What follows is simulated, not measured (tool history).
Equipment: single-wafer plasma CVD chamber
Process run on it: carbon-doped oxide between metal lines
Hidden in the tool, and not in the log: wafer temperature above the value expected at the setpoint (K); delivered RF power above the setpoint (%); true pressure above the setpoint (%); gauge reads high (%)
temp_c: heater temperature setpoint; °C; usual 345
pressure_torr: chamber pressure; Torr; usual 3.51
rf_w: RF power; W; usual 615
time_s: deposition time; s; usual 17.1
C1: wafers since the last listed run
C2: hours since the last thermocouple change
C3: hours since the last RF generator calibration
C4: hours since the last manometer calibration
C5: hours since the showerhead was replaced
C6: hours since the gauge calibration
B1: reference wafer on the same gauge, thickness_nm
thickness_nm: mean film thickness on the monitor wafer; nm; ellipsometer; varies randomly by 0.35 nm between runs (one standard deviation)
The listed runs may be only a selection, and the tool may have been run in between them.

{"run": 1, "hour": 0.0, "temp_c": 345, "pressure_torr": 3.51, "rf_w": 615, "time_s": 17.1, "C1": 0, "C2": 1001.3, "C3": 1378.1, "C4": 1869.8, "C5": 3915.0, "C6": 318.7, "B1": 93.099, "thickness_nm": 93.708}
{"hour": 11.0, "done": "gauge calibrated"}
{"run": 2, "hour": 29.4, "temp_c": 345, "pressure_torr": 3.51, "rf_w": 615, "time_s": 17.1, "C1": 1157, "C2": 1030.7, "C3": 1407.5, "C4": 1899.2, "C5": 3944.4, "C6": 18.4, "B1": 92.107, "thickness_nm": 92.54}
{"run": 3, "hour": 47.2, "temp_c": 345, "pressure_torr": 3.51, "rf_w": 615, "time_s": 16.0, "C1": 700, "C2": 1048.5, "C3": 1425.3, "C4": 1917.0, "C5": 3962.2, "C6": 36.2, "B1": 92.143, "thickness_nm": 85.923}
{"run": 4, "hour": 60.9, "temp_c": 345, "pressure_torr": 3.51, "rf_w": 615, "time_s": 16.0, "C1": 539, "C2": 1062.2, "C3": 1439.0, "C4": 1930.7, "C5": 3975.9, "C6": 49.9, "B1": 92.143, "thickness_nm": 86.721}
{"run": 5, "hour": 81.1, "temp_c": 345, "pressure_torr": 3.51, "rf_w": 615, "time_s": 17.1, "C1": 794, "C2": 1082.4, "C3": 1459.2, "C4": 1950.9, "C5": 3996.1, "C6": 70.1, "B1": 92.147, "thickness_nm": 92.893}
{"run": 6, "hour": 116.0, "temp_c": 345, "pressure_torr": 3.51, "rf_w": 615, "time_s": 17.1, "C1": 1373, "C2": 1117.3, "C3": 1494.1, "C4": 1985.8, "C5": 4031.0, "C6": 105.0, "B1": 92.417, "thickness_nm": 93.455}
{"run": 7, "hour": 131.8, "temp_c": 345, "pressure_torr": 3.51, "rf_w": 615, "time_s": 17.1, "C1": 621, "C2": 1133.1, "C3": 1509.9, "C4": 2001.6, "C5": 4046.8, "C6": 120.8, "B1": 92.362, "thickness_nm": 93.3}
{"run": 8, "hour": 155.7, "temp_c": 345, "pressure_torr": 3.51, "rf_w": 615, "time_s": 17.1, "C1": 940, "C2": 1157.0, "C3": 1533.8, "C4": 2025.5, "C5": 4070.7, "C6": 144.7, "B1": 92.535, "thickness_nm": 92.735}
{"hour": 168.3, "done": "capacitance manometer re-zeroed and calibrated"}
{"run": 9, "hour": 189.0, "temp_c": 345, "pressure_torr": 3.51, "rf_w": 615, "time_s": 17.1, "C1": 995, "C2": 1190.3, "C3": 1567.1, "C4": 20.7, "C5": 4104.0, "C6": 178.0, "B1": 92.669, "thickness_nm": 92.991}
{"hour": 221.9, "done": "showerhead replaced"}
{"hour": 242.7, "done": "thermocouple changed; heater temperature recalibrated"}
{"run": 10, "hour": 272.4, "temp_c": 345, "pressure_torr": 3.51, "rf_w": 615, "time_s": 17.1, "C1": 2652, "C2": 29.7, "C3": 1650.5, "C4": 104.1, "C5": 50.5, "C6": 261.4, "B1": 92.855, "thickness_nm": 93.179}
{"run": 11, "hour": 289.9, "temp_c": 332, "pressure_torr": 3.51, "rf_w": 525, "time_s": 17.1, "C1": 688, "C2": 47.2, "C3": 1668.0, "C4": 121.6, "C5": 68.0, "C6": 278.9, "B1": 93.041, "thickness_nm": 87.077}
{"run": 12, "hour": 320.0, "temp_c": 351, "pressure_torr": 3.51, "rf_w": 615, "time_s": 17.1, "C1": 1184, "C2": 77.3, "C3": 1698.1, "C4": 151.7, "C5": 98.1, "C6": 309.0, "B1": 93.18, "thickness_nm": 91.843}
{"hour": 337.3, "done": "gauge calibrated"}
{"run": 13, "hour": 354.4, "temp_c": 332, "pressure_torr": 2.82, "rf_w": 540, "time_s": 17.1, "C1": 1353, "C2": 111.7, "C3": 1732.5, "C4": 186.1, "C5": 132.5, "C6": 17.1, "B1": 92.118, "thickness_nm": 86.272}
{"run": 14, "hour": 374.8, "temp_c": 345, "pressure_torr": 3.51, "rf_w": 615, "time_s": 17.1, "C1": 802, "C2": 132.1, "C3": 1752.9, "C4": 206.5, "C5": 152.9, "C6": 37.5, "B1": 92.216, "thickness_nm": 92.912}
{"hour": 398.1, "done": "RF generator calibrated"}
{"run": 15, "hour": 398.6, "temp_c": 337, "pressure_torr": 2.67, "rf_w": 510, "time_s": 15.1, "C1": 621, "C2": 155.9, "C3": 0.5, "C4": 230.3, "C5": 176.7, "C6": 61.3, "B1": 92.255, "thickness_nm": 71.662}
{"run": 16, "hour": 431.7, "temp_c": 345, "pressure_torr": 3.51, "rf_w": 615, "time_s": 17.1, "C1": 1302, "C2": 189.0, "C3": 33.6, "C4": 263.4, "C5": 209.8, "C6": 94.4, "B1": 92.349, "thickness_nm": 92.525}
{"run": 17, "hour": 447.4, "temp_c": 345, "pressure_torr": 3.97, "rf_w": 615, "time_s": 17.1, "C1": 617, "C2": 204.7, "C3": 49.3, "C4": 279.1, "C5": 225.5, "C6": 110.1, "B1": 92.399, "thickness_nm": 94.04}
{"run": 18, "hour": 473.3, "temp_c": 345, "pressure_torr": 3.51, "rf_w": 530, "time_s": 17.1, "C1": 1019, "C2": 230.6, "C3": 75.2, "C4": 305.0, "C5": 251.4, "C6": 136.0, "B1": 92.526, "thickness_nm": 83.688}
{"run": 19, "hour": 503.7, "temp_c": 345, "pressure_torr": 3.23, "rf_w": 685, "time_s": 17.1, "C1": 1196, "C2": 261.0, "C3": 105.6, "C4": 335.4, "C5": 281.8, "C6": 166.4, "B1": 92.747, "thickness_nm": 99.88}
{"run": 20, "hour": 515.9, "temp_c": 345, "pressure_torr": 2.97, "rf_w": 555, "time_s": 17.1, "C1": 480, "C2": 273.2, "C3": 117.8, "C4": 347.6, "C5": 294.0, "C6": 178.6, "B1": 92.611, "thickness_nm": 85.486}

Predict each of these 3 candidate next runs independently; none follows another, all start after run 20:
{"run": "A", "hour": 516.3, "temp_c": 345, "pressure_torr": 3.51, "rf_w": 515, "time_s": 17.1, "C1": 15, "C2": 273.6, "C3": 118.2, "C4": 348.0, "C5": 294.4, "C6": 179.0, "B1": "?", "thickness_nm": "?"}
{"run": "B", "hour": 516.3, "temp_c": 331, "pressure_torr": 3.51, "rf_w": 565, "time_s": 17.1, "C1": 15, "C2": 273.6, "C3": 118.2, "C4": 348.0, "C5": 294.4, "C6": 179.0, "B1": "?", "thickness_nm": "?"}
{"run": "C", "hour": 516.3, "temp_c": 338, "pressure_torr": 3.51, "rf_w": 695, "time_s": 17.1, "C1": 15, "C2": 273.6, "C3": 118.2, "C4": 348.0, "C5": 294.4, "C6": 179.0, "B1": "?", "thickness_nm": "?"}

run=A B1=92.683 thickness_nm=81.929
run=B B1=92.683 thickness_nm=91.976
run=C B1=92.683 thickness_nm=104.112
Take away the tool's hidden state, keep each run's random variation, and the runs would have read:
run=A thickness_nm=81.271
run=B thickness_nm=91.237
run=C thickness_nm=103.275

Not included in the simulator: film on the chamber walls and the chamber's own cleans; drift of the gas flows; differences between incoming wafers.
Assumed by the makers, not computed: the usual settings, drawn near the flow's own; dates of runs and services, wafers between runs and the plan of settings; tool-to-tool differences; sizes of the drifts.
